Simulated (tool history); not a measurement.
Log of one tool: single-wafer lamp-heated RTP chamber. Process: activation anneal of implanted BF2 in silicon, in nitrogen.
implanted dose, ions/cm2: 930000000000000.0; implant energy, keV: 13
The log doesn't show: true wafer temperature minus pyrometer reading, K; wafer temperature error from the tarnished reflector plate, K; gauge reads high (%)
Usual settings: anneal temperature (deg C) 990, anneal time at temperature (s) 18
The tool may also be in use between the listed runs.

run,hour,anneal temperature (deg C),anneal time at temperature (s),wafers since the last listed run,wafers since the last pyrometer calibration,wafers since the reflector plate was cleaned,hours since the gauge calibration,"read-back reference wafer on the same gauge, sheet resistance",sheet resistance of the implanted and annealed layer (ohm/square)
1,0.0,990,10,0,3596,7822,294.8,280.31,257.77
2,45.8,990,10,813,4410,8635,340.6,280.09,257.74
3,89.1,990,23,768,5179,9404,383.9,279.96,227.04
4,125.6,990,23,648,5827,10052,420.4,279.97,226.08
5,183.0,990,27,1019,6846,11072,477.8,279.81,220.32
6,221.5,990,27,683,7530,11755,516.3,280.28,220.11
7,270.2,990,13,864,8395,12620,565.0,280.04,247.85
# hour 300.9: pyrometer window cleaned and pyrometer calibrated
8,323.9,990,18,811,408,13431,618.7,280.06,236.30
9,374.5,990,18,898,1306,14330,669.3,280.23,234.73
# hour 403.1: reflector plate cleaned
10,417.0,990,18,612,1919,246,711.8,279.92,235.12
11,448.4,990,18,557,2476,804,743.2,279.99,235.25
12,483.6,990,18,625,3102,1429,778.4,280.20,235.67
13,521.8,1013,14,678,3780,2107,816.6,280.19,208.49
14,569.0,1001,14,838,4618,2945,863.8,280.16,227.70
15,639.4,960,10,1250,5868,4195,934.2,279.82,322.75
16,691.8,990,18,930,6799,5126,986.6,280.08,236.12
17,733.5,990,11,740,7539,5866,1028.3,279.70,254.54
18,769.3,990,18,635,8175,6502,1064.1,279.98,235.61
19,801.6,1005,18,573,8748,7076,1096.4,280.51,209.87
# hour 811.8: pyrometer window cleaned and pyrometer calibrated
20,906.0,999,18,1711,1673,8787,1200.8,280.02,220.33
21,964.2,990,18,1033,2707,9821,1259.0,279.97,235.87
22,1029.6,990,18,1161,3868,10982,1324.4,279.87,237.16
23,1090.8,1015,10,1086,4955,12069,1385.6,280.07,219.20
24,1116.4,1006,18,454,5409,12524,1411.2,280.36,207.87
# hour 1163.6: reflector plate cleaned
# hour 1166.7: gauge calibrated
25,1173.0,967,18,863,6272,166,6.3,280.44,286.73
26,1228.9,963,14,992,7265,1159,62.2,280.00,304.73
27,1274.4,973,18,807,8073,1967,107.7,279.79,273.52
28,1300.8,1012,10,468,8542,2436,134.1,279.78,222.37
# hour 1360.7: pyrometer window cleaned and pyrometer calibrated
29,1474.4,1015,10,2940,2019,5376,307.7,280.13,218.41
30,1534.3,977,18,1063,3083,6440,367.6,279.99,262.52
31,1567.7,962,13,593,3676,7033,401.0,280.36,308.85
32,1603.9,990,18,642,4319,7676,437.2,280.12,235.98
33,1657.6,1004,28,953,5272,8629,490.9,280.32,193.90
34,1710.3,998,13,935,6208,9565,543.6,280.01,233.92
35,1781.1,990,21,1257,7465,10822,614.4,280.28,230.84
36,1814.5,990,18,593,8058,11416,647.8,279.98,234.55
# hour 1911.0: reflector plate cleaned
# hour 1969.5: pyrometer window cleaned and pyrometer calibrated
37,2003.0,998,11,3063,594,1492,836.3,279.82,240.37

Forecast each of these 4 alternatives for the next run:
A,2003.4,1003,18,7,601,1499,836.7,?,?
B,2003.4,974,8,7,601,1499,836.7,?,?
C,2003.4,1006,10,7,601,1499,836.7,?,?
D,2003.4,1020,18,7,601,1499,836.7,?,?

run,"read-back reference wafer on the same gauge, sheet resistance",sheet resistance of the implanted and annealed layer (ohm/square)
A,280.07,213.28
B,280.07,298.46
C,280.07,231.87
D,280.07,188.99
Without the tool's hidden state the same runs would have given:
run,sheet resistance of the implanted and annealed layer (ohm/square)
A,213.28
B,298.46
C,231.87
D,188.99
